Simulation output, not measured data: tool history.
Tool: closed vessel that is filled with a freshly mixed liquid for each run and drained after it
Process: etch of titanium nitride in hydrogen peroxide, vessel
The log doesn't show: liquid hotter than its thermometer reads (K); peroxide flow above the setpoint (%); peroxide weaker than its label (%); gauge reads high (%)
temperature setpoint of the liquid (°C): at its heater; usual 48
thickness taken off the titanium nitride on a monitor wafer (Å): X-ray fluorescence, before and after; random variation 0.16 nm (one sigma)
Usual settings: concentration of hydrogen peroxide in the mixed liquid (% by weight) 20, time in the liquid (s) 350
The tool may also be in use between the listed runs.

run,hour,temperature setpoint of the liquid (°C),concentration of hydrogen peroxide in the mixed liquid (% by weight),time in the liquid (s),wafers since the last listed run,hours since the thermometer was replaced,hours since the peroxide flow meter was replaced,hours since the drum of peroxide was connected,hours since the gauge calibration,"read-back film thickness of the titanium nitride reference wafer, read on the same gauge (nm)",thickness taken off the titanium nitride on a monitor wafer (Å)
1,0,55.5,20,350,0,2468.2,823.9,1407.5,534,39.95,298.3
2,39.2,55.5,20,350,4177,2507.4,863.1,1446.7,573.2,40.01,292.8
# hour 52.1: peroxide flow meter replaced
3,56,48,20,350,1683,2524.2,3.9,1463.5,590,39.99,177.1
4,68,48,20,350,1278,2536.2,15.9,1475.5,602,39.99,177.2
5,77.1,48,20,350,969,2545.3,25,1484.6,611.1,40.01,175.5
6,94.7,48,23.5,350,1875,2562.9,42.6,1502.2,628.7,40.03,181.5
7,103.7,48,20,350,959,2571.9,51.6,1511.2,637.7,39.99,174.3
# hour 113.3: thermometer replaced
8,115.1,48,20,350,1108,1.8,63,1522.6,649.1,39.99,171.7
9,132.2,40,17.5,485,1822,18.9,80.1,1539.7,666.2,40,130.5
10,149.9,54.5,20,425,1886,36.6,97.8,1557.4,683.9,39.98,334.4
# hour 152.2: new drum of peroxide connected
11,157.1,53.5,15,155,660,43.8,105,4.9,691.1,39.97,107.5
12,169.7,54,20,350,1342,56.4,117.6,17.5,703.7,39.97,271.4
# hour 170.7: gauge calibrated
13,177.9,48,23,350,873,64.6,125.8,25.7,7.2,40.02,178.9
14,192.6,48,24.5,350,1566,79.3,140.5,40.4,21.9,40.01,186.5
15,224.5,40.5,24.5,350,3399,111.2,172.4,72.3,53.8,40.02,103.2
16,237.3,39.5,20,420,1364,124,185.2,85.1,66.6,40.01,109.6
17,254.4,38,16.5,455,1822,141.1,202.3,102.2,83.7,39.99,101.6
18,270.5,48,20,350,1715,157.2,218.4,118.3,99.8,39.98,174
19,277.5,48,20,350,746,164.2,225.4,125.3,106.8,39.99,173.9
20,294.5,48,20,350,1811,181.2,242.4,142.3,123.8,39.97,176.4
21,307.1,43,18,290,1342,193.8,255,154.9,136.4,39.97,96
22,317.2,48,24,485,1076,203.9,265.1,165,146.5,39.98,250.6
23,334.7,52.5,25.5,205,1865,221.4,282.6,182.5,164,39.96,147.6
24,345.7,41,23.5,350,1172,232.4,293.6,193.5,175,40,107.6
25,359.5,48,20,350,1470,246.2,307.4,207.3,188.8,40,175.7
26,369.4,39.5,15.5,205,1055,256.1,317.3,217.2,198.7,40,51.5
27,378.5,52,20,550,969,265.2,326.4,226.3,207.8,40.04,370.3
28,394.2,48,23,350,1673,280.9,342.1,242,223.5,40.01,180.7
29,409.1,52,22.5,280,1587,295.8,357,256.9,238.4,39.98,195.5

How the hidden state differs across the entries between the runs, from the last listed run before each to the first after it:
Between runs 2 and 3: peroxide flow meter replaced (hour 52.1)
  no hidden state differs between the two runs
Between runs 7 and 8: thermometer replaced (hour 113.3)
  no hidden state differs between the two runs
Between runs 10 and 11: new drum of peroxide connected (hour 152.2)
  no hidden state differs between the two runs
Between runs 12 and 13: gauge calibrated (hour 170.7)
  no hidden state differs between the two runs
